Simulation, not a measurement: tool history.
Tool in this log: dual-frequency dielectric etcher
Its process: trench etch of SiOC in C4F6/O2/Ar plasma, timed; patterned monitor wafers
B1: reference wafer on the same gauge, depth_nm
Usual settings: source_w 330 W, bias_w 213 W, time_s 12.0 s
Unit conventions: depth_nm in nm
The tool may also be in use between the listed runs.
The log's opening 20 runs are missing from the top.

{"run": 21, "hour": 316.6, "source_w": 360, "bias_w": 234, "time_s": 15.5, "B1": 21.31, "depth_nm": 31.32}
{"run": 22, "hour": 328.7, "source_w": 330, "bias_w": 213, "time_s": 12.0, "B1": 21.29, "depth_nm": 22.95}
{"run": 23, "hour": 336.9, "source_w": 330, "bias_w": 244, "time_s": 10.0, "B1": 21.3, "depth_nm": 20.11}
{"run": 24, "hour": 354.7, "source_w": 330, "bias_w": 213, "time_s": 12.0, "B1": 21.32, "depth_nm": 22.98}
{"run": 25, "hour": 366.3, "source_w": 330, "bias_w": 262, "time_s": 15.0, "B1": 21.31, "depth_nm": 30.84}
{"run": 26, "hour": 379.4, "source_w": 400, "bias_w": 213, "time_s": 13.5, "B1": 21.3, "depth_nm": 27.05}
{"run": 27, "hour": 395.6, "source_w": 330, "bias_w": 213, "time_s": 12.0, "B1": 21.29, "depth_nm": 22.78}
{"run": 28, "hour": 403.2, "source_w": 330, "bias_w": 169, "time_s": 14.0, "B1": 21.31, "depth_nm": 24.46}
{"run": 29, "hour": 416.9, "source_w": 400, "bias_w": 213, "time_s": 9.5, "B1": 21.3, "depth_nm": 18.97}
{"run": 30, "hour": 431.1, "source_w": 330, "bias_w": 262, "time_s": 10.5, "B1": 21.3, "depth_nm": 21.44}

What if the next run were any one of these 4? Each begins from the tool's condition after run 30:
{"run": "A", "hour": 431.5, "source_w": 330, "bias_w": 262, "time_s": 12.0, "B1": "?", "depth_nm": "?"}
{"run": "B", "hour": 431.5, "source_w": 330, "bias_w": 179, "time_s": 9.0, "B1": "?", "depth_nm": "?"}
{"run": "C", "hour": 431.5, "source_w": 330, "bias_w": 161, "time_s": 13.5, "B1": "?", "depth_nm": "?"}
{"run": "D", "hour": 431.5, "source_w": 260, "bias_w": 213, "time_s": 15.0, "B1": "?", "depth_nm": "?"}

run=A B1=21.30 depth_nm=24.57
run=B B1=21.30 depth_nm=16.04
run=C B1=21.30 depth_nm=23.18
run=D B1=21.30 depth_nm=26.96
With no hidden state in the tool, these same runs would have given:
run=A depth_nm=25.00
run=B depth_nm=16.32
run=C depth_nm=23.58
run=D depth_nm=27.42
